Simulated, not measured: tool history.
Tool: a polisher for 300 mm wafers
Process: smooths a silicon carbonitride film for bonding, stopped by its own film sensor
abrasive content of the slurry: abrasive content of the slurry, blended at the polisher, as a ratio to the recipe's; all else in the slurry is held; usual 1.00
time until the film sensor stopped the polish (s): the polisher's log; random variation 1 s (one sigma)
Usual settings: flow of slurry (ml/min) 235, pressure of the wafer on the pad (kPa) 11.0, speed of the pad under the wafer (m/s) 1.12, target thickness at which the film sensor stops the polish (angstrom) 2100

run,hour,flow of slurry (ml/min),pressure of the wafer on the pad (kPa),speed of the pad under the wafer (m/s),abrasive content of the slurry,target thickness at which the film sensor stops the polish (angstrom),wafers since the last listed run,wafers polished on this pad,hours since the slurry nozzle was cleaned,hours since the head pressure was calibrated,hours since the slurry blender was calibrated,"incoming thickness of the incoming film, nm",time until the film sensor stopped the polish (s)
1,0.0,235,11.0,1.12,1.00,2100,0,777,191.7,496.1,134.2,228.9,72.1
2,18.8,235,11.0,1.12,1.00,2100,183,960,210.5,514.9,153.0,234.5,93.6
3,52.8,235,11.0,1.12,1.00,2100,331,1292,244.5,548.9,187.0,229.7,74.5
4,65.9,235,11.0,1.12,1.00,2100,127,1420,257.6,562.0,200.1,226.3,63.5
# hour 71.9: slurry blender recalibrated
5,97.9,235,11.0,1.12,0.75,2100,292,1712,289.6,594.0,26.0,230.8,93.3
6,117.8,175,11.0,1.12,0.85,2100,194,1906,309.5,613.9,45.9,231.9,92.8
# hour 139.3: worn pad replaced by a new one
7,147.7,235,11.0,1.12,1.00,2100,252,81,339.4,643.8,75.8,232.1,86.7
8,169.8,235,11.0,1.12,1.00,2100,215,297,361.5,665.9,97.9,229.5,75.3
9,193.2,235,13.8,0.80,1.00,2100,228,525,384.9,689.3,121.3,229.8,83.2
10,209.5,235,11.0,1.12,1.00,2140,158,684,401.2,705.6,137.6,231.2,66.9
11,238.3,235,11.0,1.12,1.00,2100,280,965,430.0,734.4,166.4,232.6,88.4
12,268.9,190,11.0,1.12,1.00,2100,298,1263,460.6,765.0,197.0,232.1,90.3
13,288.5,235,11.0,1.12,1.10,2100,191,1454,480.2,784.6,216.6,229.5,74.0
# hour 324.7: slurry blender recalibrated
14,350.0,310,11.0,0.76,1.00,2160,580,2034,541.7,846.1,25.3,231.4,80.0
# hour 355.3: worn pad replaced by a new one
15,363.5,200,15.2,1.12,0.90,2140,92,80,555.2,859.6,38.8,229.2,50.3
16,377.1,235,11.0,0.82,1.25,2100,132,212,568.8,873.2,52.4,230.9,96.6
17,412.9,235,13.8,0.74,0.90,2130,349,561,604.6,909.0,88.2,230.6,83.6
18,473.6,235,12.4,1.12,1.00,2150,591,1153,665.3,969.7,148.9,233.1,66.9
19,507.0,235,11.0,1.12,1.00,2100,325,1479,698.7,1003.1,182.3,230.5,84.4
# hour 522.0: head pressure recalibrated
# hour 523.2: slurry nozzle cleaned
20,523.7,215,11.0,1.12,1.00,2100,133,1612,0.5,1.7,199.0,227.5,66.5
21,539.0,235,12.4,1.38,0.80,2100,149,1762,15.8,17.0,214.3,226.2,51.1
# hour 552.0: slurry blender recalibrated
22,562.1,235,11.0,1.12,1.00,2100,205,1967,38.9,40.1,10.1,234.2,89.7
23,587.3,235,7.6,0.86,1.20,2070,245,2213,64.1,65.3,35.3,231.2,140.7
# hour 621.8: worn pad replaced by a new one
24,622.3,175,11.0,0.96,0.90,2120,302,4,99.1,100.3,70.3,227.4,71.6
25,639.0,285,11.0,1.12,1.00,2100,162,167,115.8,117.0,87.0,232.9,86.0
26,663.7,235,11.0,1.12,1.00,2100,240,408,140.5,141.7,111.7,231.6,82.0
27,696.4,235,11.0,1.12,1.00,2100,318,727,173.2,174.4,144.4,228.6,71.7
28,725.2,235,11.0,0.86,1.30,2060,280,1008,202.0,203.2,173.2,232.7,113.4
29,758.0,290,11.0,1.12,1.00,2160,319,1327,234.8,236.0,206.0,230.9,53.8

The same runs without the tool's hidden state, with the same run-to-run variation:
The hidden state here: removal rate lost through wear of the pad, %; slurry flow missing at the pad, %; deviation of the head's pressure from its setpoint, %; abrasive missing from the slurry, %.
run,time until the film sensor stopped the polish (s)
1,71.1
2,92.2
3,73.1
4,62.3
5,91.3
6,90.0
7,84.4
8,73.2
9,80.7
10,64.7
11,85.3
12,86.2
13,71.0
14,77.1
15,47.5
16,91.7
17,79.0
18,62.7
19,78.6
20,66.4
21,51.0
22,89.4
23,140.0
24,70.9
25,85.3
26,81.1
27,70.8
28,111.6
29,53.0
